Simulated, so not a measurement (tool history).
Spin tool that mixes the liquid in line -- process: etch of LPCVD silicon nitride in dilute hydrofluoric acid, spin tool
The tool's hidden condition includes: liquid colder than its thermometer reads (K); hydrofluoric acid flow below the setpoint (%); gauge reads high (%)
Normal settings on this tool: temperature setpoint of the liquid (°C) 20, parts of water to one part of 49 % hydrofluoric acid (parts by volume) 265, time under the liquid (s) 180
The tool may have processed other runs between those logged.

run,hour,temperature setpoint of the liquid (°C),parts of water to one part of 49 % hydrofluoric acid (parts by volume),time under the liquid (s),wafers since the last listed run,hours since the thermometer was replaced,hours since the hydrofluoric acid flow meter was replaced,hours since the gauge calibration,"read-back film thickness of the LPCVD silicon nitride reference wafer, read on the same gauge (nm)",thickness taken off the LPCVD silicon nitride on a monitor wafer (Å)
1,0,23.5,265,180,0,125.3,972.8,851.1,60.034,3.18
2,76.1,22.5,265,180,609,201.4,1048.9,927.2,60.056,3.17
3,135.5,20,265,130,475,260.8,1108.3,986.6,59.981,1.86
4,214.4,20,265,180,631,339.7,1187.2,1065.5,60.011,2.73
5,261.5,20,265,180,377,386.8,1234.3,1112.6,60.018,2.83
6,358.3,20,265,180,774,483.6,1331.1,1209.4,60.022,2.64
7,433.5,20,265,260,601,558.8,1406.3,1284.6,59.987,4.38
8,483.5,20,265,180,400,608.8,1456.3,1334.6,59.967,2.7
# hour 561.5: hydrofluoric acid flow meter replaced
9,564.3,20,265,180,638,689.6,2.8,1415.4,60.035,2.91
10,610.8,20,265,180,372,736.1,49.3,1461.9,60.012,2.82
11,673.5,20,265,180,501,798.8,112,1524.6,59.994,2.74
12,724.6,20,265,180,409,849.9,163.1,1575.7,59.956,2.79
13,766.7,20,265,235,337,892,205.2,1617.8,60.028,3.76
# hour 942.7: thermometer replaced
14,949.9,20,265,180,1458,7.2,388.4,1801,59.983,2.89
15,1008.7,20,265,180,470,66,447.2,1859.8,60,2.72
16,1105.7,20,205,180,776,163,544.2,1956.8,60.056,3.18
17,1185.2,17,200,235,636,242.5,623.7,2036.3,59.954,3.86
18,1262.3,23.5,300,210,617,319.6,700.8,2113.4,60.042,3.6
19,1346.3,20,265,290,672,403.6,784.8,2197.4,60.013,4.8
20,1432.6,17.5,265,250,690,489.9,871.1,2283.7,59.982,3.61
21,1532.6,20,340,180,800,589.9,971.1,2383.7,60.011,2.32
22,1597.5,22,265,180,519,654.8,1036,2448.6,60.007,3.06
23,1635.9,22,220,95,307,693.2,1074.4,2487,60.007,2.02
24,1680.3,20,265,180,355,737.6,1118.8,2531.4,59.999,2.67
# hour 1726.7: gauge calibrated
25,1761.5,20,265,180,650,818.8,1200,34.8,59.997,2.38
26,1859.1,18.5,135,210,781,916.4,1297.6,132.4,59.964,5.22
# hour 1947.4: hydrofluoric acid flow meter replaced
# hour 1949.7: thermometer replaced
27,2073.2,20,335,135,1697,123.5,125.8,346.5,60.006,1.83
28,2162.1,20,265,180,711,212.4,214.7,435.4,60.024,2.43
29,2208.7,20,135,125,373,259,261.3,482,59.997,3.56
30,2252.3,20,265,180,349,302.6,304.9,525.6,60.049,2.61
31,2289.6,25,385,80,298,339.9,342.2,562.9,59.995,1.2
32,2387.9,20,265,180,786,438.2,440.5,661.2,60.037,2.59
33,2426.3,20,265,180,307,476.6,478.9,699.6,59.988,2.72

Consider 3 possible next runs. They are alternatives, not a sequence: every one starts from the tool as it was left by run 33. What does each give?
A,2426.8,20,170,180,4,477.1,479.4,700.1,?,?
B,2426.8,18.5,205,235,4,477.1,479.4,700.1,?,?
C,2426.8,17,265,180,4,477.1,479.4,700.1,?,?

run,"read-back film thickness of the LPCVD silicon nitride reference wafer, read on the same gauge (nm)",thickness taken off the LPCVD silicon nitride on a monitor wafer (Å)
A,59.988,4.3
B,59.988,4.24
C,59.988,2.3
With no hidden state in the tool, these same runs would have given:
run,thickness taken off the LPCVD silicon nitride on a monitor wafer (Å)
A,4.3
B,4.24
C,2.3

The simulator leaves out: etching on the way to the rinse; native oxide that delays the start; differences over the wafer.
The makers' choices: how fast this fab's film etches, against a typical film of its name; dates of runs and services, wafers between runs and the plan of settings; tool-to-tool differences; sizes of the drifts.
